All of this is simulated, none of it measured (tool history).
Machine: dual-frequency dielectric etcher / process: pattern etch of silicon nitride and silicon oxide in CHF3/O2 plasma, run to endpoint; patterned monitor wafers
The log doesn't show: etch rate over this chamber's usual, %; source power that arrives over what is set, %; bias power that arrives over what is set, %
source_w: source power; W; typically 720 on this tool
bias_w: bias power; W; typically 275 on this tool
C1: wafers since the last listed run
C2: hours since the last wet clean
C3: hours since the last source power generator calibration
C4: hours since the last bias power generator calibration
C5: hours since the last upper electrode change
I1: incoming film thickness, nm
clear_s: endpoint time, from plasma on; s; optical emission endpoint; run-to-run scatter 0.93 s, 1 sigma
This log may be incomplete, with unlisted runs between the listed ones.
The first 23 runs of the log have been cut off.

run 24 hour=2003.5 | source_w=620 bias_w=302 | C1=429 C2=645.4 C3=417.7 C4=944 C5=3840.3 | I1=209 | clear_s=107.1
-- hour=2047.1 wet clean of the chamber
run 25 hour=2081.5 | source_w=650 bias_w=275 | C1=368 C2=34.4 C3=495.7 C4=1022 C5=3918.3 | I1=206.9 | clear_s=111.9
-- hour=2170.6 upper electrode replaced
run 26 hour=2171.1 | source_w=720 bias_w=275 | C1=447 C2=124 C3=585.3 C4=1111.6 C5=0.5 | I1=207 | clear_s=106.9
run 27 hour=2263.2 | source_w=720 bias_w=337 | C1=628 C2=216.1 C3=677.4 C4=1203.7 C5=92.6 | I1=208.4 | clear_s=96.5
run 28 hour=2307.2 | source_w=770 bias_w=218 | C1=300 C2=260.1 C3=721.4 C4=1247.7 C5=136.6 | I1=209.5 | clear_s=124.1
run 29 hour=2358.4 | source_w=650 bias_w=255 | C1=349 C2=311.3 C3=772.6 C4=1298.9 C5=187.8 | I1=208.5 | clear_s=116.9
run 30 hour=2448.3 | source_w=820 bias_w=219 | C1=613 C2=401.2 C3=862.5 C4=1388.8 C5=277.7 | I1=207.6 | clear_s=117.6
run 31 hour=2487.3 | source_w=720 bias_w=240 | C1=266 C2=440.2 C3=901.5 C4=1427.8 C5=316.7 | I1=208.6 | clear_s=115.6
-- hour=2676.1 wet clean of the chamber
run 32 hour=2676.6 | source_w=600 bias_w=337 | C1=1128 C2=0.5 C3=1090.8 C4=1617.1 C5=506 | I1=206.7 | clear_s=99.9
run 33 hour=2740.9 | source_w=840 bias_w=275 | C1=438 C2=64.8 C3=1155.1 C4=1681.4 C5=570.3 | I1=208.3 | clear_s=102.6
run 34 hour=2812.1 | source_w=720 bias_w=275 | C1=485 C2=136 C3=1226.3 C4=1752.6 C5=641.5 | I1=210.2 | clear_s=110.7

Each row is a separate what-if for the run after 34, all from the same tool condition, not one after another. Results?
run A hour=2812.6 | source_w=720 bias_w=275 | C1=3 C2=136.5 C3=1226.8 C4=1753.1 C5=642 | I1=208.8 | clear_s=?
run B hour=2812.6 | source_w=570 bias_w=207 | C1=3 C2=136.5 C3=1226.8 C4=1753.1 C5=642 | I1=208.8 | clear_s=?
run C hour=2812.6 | source_w=720 bias_w=302 | C1=3 C2=136.5 C3=1226.8 C4=1753.1 C5=642 | I1=208.8 | clear_s=?
run D hour=2812.6 | source_w=900 bias_w=244 | C1=3 C2=136.5 C3=1226.8 C4=1753.1 C5=642 | I1=208.8 | clear_s=?
run E hour=2812.6 | source_w=850 bias_w=275 | C1=3 C2=136.5 C3=1226.8 C4=1753.1 C5=642 | I1=208.8 | clear_s=?

run=A clear_s=107.7
run=B clear_s=135.9
run=C clear_s=102.2
run=D clear_s=108.3
run=E clear_s=102.8
Without the tool's hidden state the same runs would have given:
run=A clear_s=110
run=B clear_s=138.6
run=C clear_s=104.4
run=D clear_s=110.5
run=E clear_s=105
